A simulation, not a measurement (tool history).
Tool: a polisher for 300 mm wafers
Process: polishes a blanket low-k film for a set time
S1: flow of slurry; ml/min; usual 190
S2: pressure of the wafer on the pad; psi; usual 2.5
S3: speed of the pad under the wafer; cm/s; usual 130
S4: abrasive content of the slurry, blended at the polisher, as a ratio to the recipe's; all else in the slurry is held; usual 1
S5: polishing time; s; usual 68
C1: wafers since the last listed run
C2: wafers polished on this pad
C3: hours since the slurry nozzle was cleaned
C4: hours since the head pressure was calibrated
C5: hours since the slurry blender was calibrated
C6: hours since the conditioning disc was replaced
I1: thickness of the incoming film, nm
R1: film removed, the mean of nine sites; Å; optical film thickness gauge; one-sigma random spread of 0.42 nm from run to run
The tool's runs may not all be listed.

| run | hour | S1 | S2 | S3 | S4 | S5 | C1 | C2 | C3 | C4 | C5 | C6 | I1 | R1 |
|---|---|---|---|---|---|---|---|---|---|---|---|---|---|---|
| 1 | 0 | 190 | 1.8 | 130 | 0.9 | 68 | 0 | 785 | 808.4 | 217.4 | 145 | 331.9 | 324.5 | 327 |
| 2 | 16.4 | 190 | 3.1 | 130 | 1 | 68 | 91 | 877 | 824.8 | 233.8 | 161.4 | 348.3 | 319.9 | 606 |
| 3 | 30.5 | 230 | 2.5 | 130 | 1 | 68 | 79 | 956 | 838.9 | 247.9 | 175.5 | 362.4 | 314.7 | 491 |
|  | 35.6 | worn pad replaced by a new one, of another model than before |
| 4 | 45.1 | 240 | 2.5 | 110 | 1.3 | 91 | 59 | 53 | 853.5 | 262.5 | 190.1 | 377 | 320.9 | 713 |
| 5 | 56.7 | 190 | 2.5 | 130 | 1 | 68 | 65 | 118 | 865.1 | 274.1 | 201.7 | 388.6 | 316.3 | 483 |
|  | 75.5 | head pressure recalibrated |
| 6 | 96.9 | 190 | 2.5 | 130 | 1 | 68 | 214 | 332 | 905.3 | 21.4 | 241.9 | 428.8 | 320.5 | 515 |
| 7 | 102.9 | 190 | 2.5 | 130 | 1 | 68 | 33 | 366 | 911.3 | 27.4 | 247.9 | 434.8 | 323.2 | 509 |
| 8 | 116.3 | 190 | 2.5 | 130 | 1 | 58 | 75 | 441 | 924.7 | 40.8 | 261.3 | 448.2 | 315.5 | 428 |
|  | 120.4 | slurry nozzle cleaned |
| 9 | 123.5 | 190 | 2.5 | 130 | 1 | 68 | 34 | 476 | 3.1 | 48 | 268.5 | 455.4 | 315.3 | 503 |
| 10 | 133.9 | 230 | 2.5 | 116 | 1.15 | 47 | 58 | 534 | 13.5 | 58.4 | 278.9 | 465.8 | 320.8 | 363 |
|  | 149.9 | slurry blender recalibrated |
| 11 | 150.4 | 240 | 2.5 | 100 | 1.25 | 75 | 81 | 615 | 30 | 74.9 | 0.5 | 482.3 | 317 | 569 |
|  | 159.9 | conditioning disc replaced and pad reconditioned |
| 12 | 167.8 | 190 | 2.5 | 130 | 0.85 | 68 | 86 | 702 | 47.4 | 92.3 | 17.9 | 7.9 | 317.6 | 450 |
| 13 | 183.6 | 190 | 2.5 | 130 | 1 | 68 | 88 | 790 | 63.2 | 108.1 | 33.7 | 23.7 | 320.3 | 493 |
| 14 | 199.3 | 190 | 3.4 | 130 | 0.75 | 85 | 88 | 878 | 78.9 | 123.8 | 49.4 | 39.4 | 320.8 | 652 |
|  | 206.7 | worn pad replaced by a new one |
| 15 | 215.7 | 190 | 2.1 | 172 | 0.75 | 48 | 69 | 50 | 95.3 | 140.2 | 65.8 | 55.8 | 321.5 | 304 |
| 16 | 233.7 | 190 | 2 | 172 | 1 | 91 | 100 | 151 | 113.3 | 158.2 | 83.8 | 73.8 | 319.1 | 680 |
| 17 | 269.2 | 190 | 2 | 130 | 1 | 68 | 199 | 350 | 148.8 | 193.7 | 119.3 | 109.3 | 322.5 | 424 |
| 18 | 284.7 | 190 | 1.7 | 130 | 1.3 | 68 | 86 | 437 | 164.3 | 209.2 | 134.8 | 124.8 | 316.1 | 433 |
| 19 | 300.3 | 190 | 2.5 | 130 | 1 | 60 | 87 | 524 | 179.9 | 224.8 | 150.4 | 140.4 | 314.9 | 445 |
| 20 | 311.9 | 240 | 2.8 | 130 | 1 | 54 | 65 | 589 | 191.5 | 236.4 | 162 | 152 | 315.6 | 451 |
| 21 | 323.1 | 190 | 2 | 130 | 0.75 | 68 | 62 | 652 | 202.7 | 247.6 | 173.2 | 163.2 | 313.1 | 345 |
| 22 | 335.5 | 235 | 3.2 | 130 | 1 | 68 | 69 | 722 | 215.1 | 260 | 185.6 | 175.6 | 319.9 | 618 |
| 23 | 350.2 | 160 | 2.5 | 130 | 1.3 | 68 | 82 | 804 | 229.8 | 274.7 | 200.3 | 190.3 | 326 | 538 |
| 24 | 367.2 | 145 | 2.5 | 92 | 1 | 68 | 95 | 900 | 246.8 | 291.7 | 217.3 | 207.3 | 320.3 | 363 |
|  | 372.4 | worn pad replaced by a new one |
| 25 | 381.9 | 235 | 3.2 | 130 | 0.75 | 89 | 60 | 53 | 261.5 | 306.4 | 232 | 222 | 322.6 | 654 |

Below are 5 alternative next runs, each starting from the tool's condition after run 25. Predict each:
| A | 382.4 | 190 | 2.5 | 130 | 1 | 68 | 2 | 56 | 262 | 306.9 | 232.5 | 222.5 | 318.4 | ? |
| B | 382.4 | 220 | 2.5 | 158 | 1 | 56 | 2 | 56 | 262 | 306.9 | 232.5 | 222.5 | 318.4 | ? |
| C | 382.4 | 245 | 2.9 | 130 | 0.9 | 68 | 2 | 56 | 262 | 306.9 | 232.5 | 222.5 | 318.4 | ? |
| D | 382.4 | 235 | 2.5 | 110 | 1 | 68 | 2 | 56 | 262 | 306.9 | 232.5 | 222.5 | 318.4 | ? |
| E | 382.4 | 190 | 1.9 | 130 | 1 | 53 | 2 | 56 | 262 | 306.9 | 232.5 | 222.5 | 318.4 | ? |

| run | R1 |
|---|---|
| A | 485 |
| B | 463 |
| C | 531 |
| D | 459 |
| E | 311 |
Without the tool's unlogged condition, the same runs would have read:
| run | R1 |
|---|---|
| A | 506 |
| B | 483 |
| C | 555 |
| D | 479 |
| E | 325 |
